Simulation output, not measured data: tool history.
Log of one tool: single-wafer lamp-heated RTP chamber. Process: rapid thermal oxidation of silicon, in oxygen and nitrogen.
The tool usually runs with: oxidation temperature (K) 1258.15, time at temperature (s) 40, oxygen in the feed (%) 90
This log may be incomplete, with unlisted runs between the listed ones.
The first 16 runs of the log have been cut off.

| run | hour | oxidation temperature (K) | time at temperature (s) | oxygen in the feed (%) | read-back reference wafer on the same gauge, thickness | oxide thickness on the monitor wafer (Å) |
|---|---|---|---|---|---|---|
|  | 409.1 | oxygen flow controller replaced |
| 17 | 409.6 | 1258.15 | 40 | 90 | 3.462 | 41.92 |
| 18 | 425 | 1258.15 | 31 | 98 | 3.462 | 38.87 |
| 19 | 449.3 | 1241.15 | 51 | 90 | 3.459 | 41.1 |
| 20 | 482.6 | 1258.15 | 40 | 90 | 3.458 | 42.34 |
| 21 | 497.7 | 1258.15 | 40 | 90 | 3.459 | 41.73 |
| 22 | 556.9 | 1283.15 | 30 | 90 | 3.462 | 44.61 |
| 23 | 586.9 | 1258.15 | 40 | 90 | 3.458 | 42.3 |
| 24 | 619.6 | 1242.15 | 58 | 98 | 3.461 | 45.19 |
| 25 | 642.6 | 1286.15 | 40 | 90 | 3.459 | 51.49 |
| 26 | 655.9 | 1238.15 | 31 | 64 | 3.461 | 30.81 |
| 27 | 679.2 | 1284.15 | 40 | 90 | 3.463 | 51.02 |
| 28 | 712.4 | 1258.15 | 40 | 98 | 3.459 | 43.53 |
| 29 | 743.3 | 1258.15 | 40 | 90 | 3.463 | 42.11 |
| 30 | 764.3 | 1242.15 | 58 | 98 | 3.458 | 45.12 |
|  | 783.9 | gauge calibrated |
| 31 | 785.2 | 1271.15 | 21 | 90 | 3.459 | 35.81 |
| 32 | 808.4 | 1276.15 | 33 | 98 | 3.457 | 45.76 |
| 33 | 842.8 | 1242.15 | 22 | 76 | 3.463 | 29.39 |

Alternative continuations, all from the tool just after run 33; predict every row:
| A | 843.3 | 1258.15 | 49 | 90 | ? | ? |
| B | 843.3 | 1233.15 | 29 | 63 | ? | ? |
| C | 843.3 | 1269.15 | 40 | 90 | ? | ? |
| D | 843.3 | 1284.15 | 28 | 65 | ? | ? |
| E | 843.3 | 1243.15 | 30 | 98 | ? | ? |

| run | read-back reference wafer on the same gauge, thickness | oxide thickness on the monitor wafer (Å) |
|---|---|---|
| A | 3.456 | 46.34 |
| B | 3.456 | 29.22 |
| C | 3.456 | 46.01 |
| D | 3.456 | 39.64 |
| E | 3.456 | 35.25 |
Without the tool's unlogged condition, the same runs would have read:
| run | oxide thickness on the monitor wafer (Å) |
|---|---|
| A | 45.44 |
| B | 28.81 |
| C | 45.13 |
| D | 38.93 |
| E | 34.63 |

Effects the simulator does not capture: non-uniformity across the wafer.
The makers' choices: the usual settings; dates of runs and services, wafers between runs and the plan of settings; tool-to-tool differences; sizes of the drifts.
